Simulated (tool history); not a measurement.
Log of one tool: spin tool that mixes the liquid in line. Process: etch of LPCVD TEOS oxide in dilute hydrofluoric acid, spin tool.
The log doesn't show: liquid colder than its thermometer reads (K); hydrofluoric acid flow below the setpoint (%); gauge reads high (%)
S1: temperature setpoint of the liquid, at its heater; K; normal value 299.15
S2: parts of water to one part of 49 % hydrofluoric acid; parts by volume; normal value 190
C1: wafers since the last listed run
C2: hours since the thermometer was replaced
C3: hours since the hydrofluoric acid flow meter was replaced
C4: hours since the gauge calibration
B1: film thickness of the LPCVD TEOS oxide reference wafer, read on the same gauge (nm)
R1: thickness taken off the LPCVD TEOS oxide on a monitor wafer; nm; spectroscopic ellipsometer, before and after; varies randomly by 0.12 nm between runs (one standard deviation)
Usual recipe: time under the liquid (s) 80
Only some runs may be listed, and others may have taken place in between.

{"run": 1, "day": 0.0, "S1": 299.15, "S2": 190, "time under the liquid (s)": 80, "C1": 0, "C2": 1692.5, "C3": 1616.9, "C4": 611.7, "B1": 80, "R1": 12.83}
{"run": 2, "day": 1.842, "S1": 299.15, "S2": 190, "time under the liquid (s)": 80, "C1": 331, "C2": 1736.7, "C3": 1661.1, "C4": 655.9, "B1": 79.98, "R1": 12.62}
{"run": 3, "day": 3.246, "S1": 299.15, "S2": 190, "time under the liquid (s)": 80, "C1": 253, "C2": 1770.4, "C3": 1694.8, "C4": 689.6, "B1": 80.02, "R1": 12.9}
{"run": 4, "day": 5.392, "S1": 299.15, "S2": 190, "time under the liquid (s)": 80, "C1": 386, "C2": 1821.9, "C3": 1746.3, "C4": 741.1, "B1": 80.01, "R1": 12.78}
{"run": 5, "day": 8.262, "S1": 299.15, "S2": 190, "time under the liquid (s)": 80, "C1": 517, "C2": 1890.8, "C3": 1815.2, "C4": 810, "B1": 79.96, "R1": 12.84}
{"run": 6, "day": 9.283, "S1": 299.15, "S2": 190, "time under the liquid (s)": 80, "C1": 183, "C2": 1915.3, "C3": 1839.7, "C4": 834.5, "B1": 80, "R1": 12.44}
{"run": 7, "day": 10.746, "S1": 299.15, "S2": 190, "time under the liquid (s)": 80, "C1": 263, "C2": 1950.4, "C3": 1874.8, "C4": 869.6, "B1": 79.98, "R1": 12.43}
{"run": 8, "day": 12.675, "S1": 299.15, "S2": 190, "time under the liquid (s)": 80, "C1": 347, "C2": 1996.7, "C3": 1921.1, "C4": 915.9, "B1": 80.02, "R1": 12.61}
{"run": 9, "day": 15.196, "S1": 299.15, "S2": 190, "time under the liquid (s)": 80, "C1": 454, "C2": 2057.2, "C3": 1981.6, "C4": 976.4, "B1": 80.02, "R1": 12.71}
{"run": 10, "day": 16.442, "S1": 300.15, "S2": 190, "time under the liquid (s)": 80, "C1": 224, "C2": 2087.1, "C3": 2011.5, "C4": 1006.3, "B1": 80.02, "R1": 12.95}
{"day": 18.3, "done": "gauge calibrated"}
{"run": 11, "day": 19.408, "S1": 300.15, "S2": 190, "time under the liquid (s)": 80, "C1": 534, "C2": 2158.3, "C3": 2082.7, "C4": 26.6, "B1": 80.03, "R1": 13.11}
{"day": 19.888, "done": "hydrofluoric acid flow meter replaced"}
{"run": 12, "day": 21.946, "S1": 300.15, "S2": 190, "time under the liquid (s)": 80, "C1": 449, "C2": 2219.2, "C3": 49.4, "C4": 87.5, "B1": 79.99, "R1": 11.78}
{"run": 13, "day": 23.188, "S1": 302.15, "S2": 190, "time under the liquid (s)": 95, "C1": 223, "C2": 2249, "C3": 79.2, "C4": 117.3, "B1": 80, "R1": 14.87}
{"day": 25.071, "done": "thermometer replaced"}
{"run": 14, "day": 25.175, "S1": 299.15, "S2": 190, "time under the liquid (s)": 90, "C1": 350, "C2": 2.5, "C3": 126.9, "C4": 165, "B1": 79.99, "R1": 12.66}
{"run": 15, "day": 27.392, "S1": 299.15, "S2": 190, "time under the liquid (s)": 80, "C1": 399, "C2": 55.7, "C3": 180.1, "C4": 218.2, "B1": 80.02, "R1": 11.25}
{"day": 27.754, "done": "hydrofluoric acid flow meter replaced, repeated, since the last time left the tool worse"}
{"run": 16, "day": 29.646, "S1": 296.15, "S2": 285, "time under the liquid (s)": 80, "C1": 398, "C2": 109.8, "C3": 45.4, "C4": 272.3, "B1": 79.99, "R1": 7.42}
{"run": 17, "day": 31.342, "S1": 299.15, "S2": 190, "time under the liquid (s)": 80, "C1": 305, "C2": 150.5, "C3": 86.1, "C4": 313, "B1": 79.96, "R1": 13.82}
{"run": 18, "day": 32.996, "S1": 299.15, "S2": 190, "time under the liquid (s)": 80, "C1": 298, "C2": 190.2, "C3": 125.8, "C4": 352.7, "B1": 80.02, "R1": 13.86}
{"run": 19, "day": 35.1, "S1": 299.15, "S2": 105, "time under the liquid (s)": 55, "C1": 379, "C2": 240.7, "C3": 176.3, "C4": 403.2, "B1": 80.01, "R1": 18.92}
{"run": 20, "day": 36.488, "S1": 299.15, "S2": 135, "time under the liquid (s)": 80, "C1": 250, "C2": 274, "C3": 209.6, "C4": 436.5, "B1": 80.01, "R1": 20.71}
{"run": 21, "day": 37.725, "S1": 294.15, "S2": 235, "time under the liquid (s)": 80, "C1": 223, "C2": 303.7, "C3": 239.3, "C4": 466.2, "B1": 80.03, "R1": 8.82}
{"run": 22, "day": 38.771, "S1": 299.15, "S2": 155, "time under the liquid (s)": 50, "C1": 188, "C2": 328.8, "C3": 264.4, "C4": 491.3, "B1": 79.97, "R1": 10.96}
{"run": 23, "day": 41.592, "S1": 295.65, "S2": 275, "time under the liquid (s)": 105, "C1": 508, "C2": 396.5, "C3": 332.1, "C4": 559, "B1": 79.97, "R1": 9.94}
{"run": 24, "day": 44.562, "S1": 294.65, "S2": 110, "time under the liquid (s)": 80, "C1": 535, "C2": 467.8, "C3": 403.4, "C4": 630.3, "B1": 79.98, "R1": 21.92}
{"run": 25, "day": 46.079, "S1": 299.15, "S2": 190, "time under the liquid (s)": 55, "C1": 273, "C2": 504.2, "C3": 439.8, "C4": 666.7, "B1": 80, "R1": 9.24}
{"run": 26, "day": 47.462, "S1": 299.15, "S2": 190, "time under the liquid (s)": 80, "C1": 249, "C2": 537.4, "C3": 473, "C4": 699.9, "B1": 80, "R1": 13.39}
{"run": 27, "day": 49.117, "S1": 295.65, "S2": 275, "time under the liquid (s)": 105, "C1": 298, "C2": 577.1, "C3": 512.7, "C4": 739.6, "B1": 80.01, "R1": 9.82}
{"run": 28, "day": 51.458, "S1": 299.15, "S2": 190, "time under the liquid (s)": 120, "C1": 422, "C2": 633.3, "C3": 568.9, "C4": 795.8, "B1": 80.03, "R1": 19.73}
{"run": 29, "day": 53.404, "S1": 299.15, "S2": 190, "time under the liquid (s)": 80, "C1": 350, "C2": 680, "C3": 615.6, "C4": 842.5, "B1": 80, "R1": 13.46}
{"run": 30, "day": 54.738, "S1": 295.65, "S2": 190, "time under the liquid (s)": 80, "C1": 240, "C2": 712, "C3": 647.6, "C4": 874.5, "B1": 80.02, "R1": 11.66}
{"run": 31, "day": 57.45, "S1": 299.15, "S2": 220, "time under the liquid (s)": 80, "C1": 488, "C2": 777.1, "C3": 712.7, "C4": 939.6, "B1": 80, "R1": 11.04}
{"day": 58.708, "done": "gauge calibrated"}
{"run": 32, "day": 58.825, "S1": 302.15, "S2": 280, "time under the liquid (s)": 50, "C1": 247, "C2": 810.1, "C3": 745.7, "C4": 2.8, "B1": 79.97, "R1": 5.68}

List, for all runs, the conditions of the tool that the log does not record:
liquid colder than its thermometer reads (K): 0, the same for each run
gauge reads high (%): 0, the same for each run
H1: hydrofluoric acid flow below the setpoint (%)
run=1 H1=6.72
run=2 H1=6.89
run=3 H1=7.02
run=4 H1=7.21
run=5 H1=7.47
run=6 H1=7.57
run=7 H1=7.7
run=8 H1=7.88
run=9 H1=8.11
run=10 H1=8.22
run=11 H1=8.49
run=12 H1=15.1
run=13 H1=15.2
run=14 H1=15.4
run=15 H1=15.6
run=16 H1=1.05
run=17 H1=1.2
run=18 H1=1.35
run=19 H1=1.54
run=20 H1=1.67
run=21 H1=1.78
run=22 H1=1.88
run=23 H1=2.14
run=24 H1=2.41
run=25 H1=2.55
run=26 H1=2.67
run=27 H1=2.83
run=28 H1=3.04
run=29 H1=3.22
run=30 H1=3.34
run=31 H1=3.59
run=32 H1=3.71
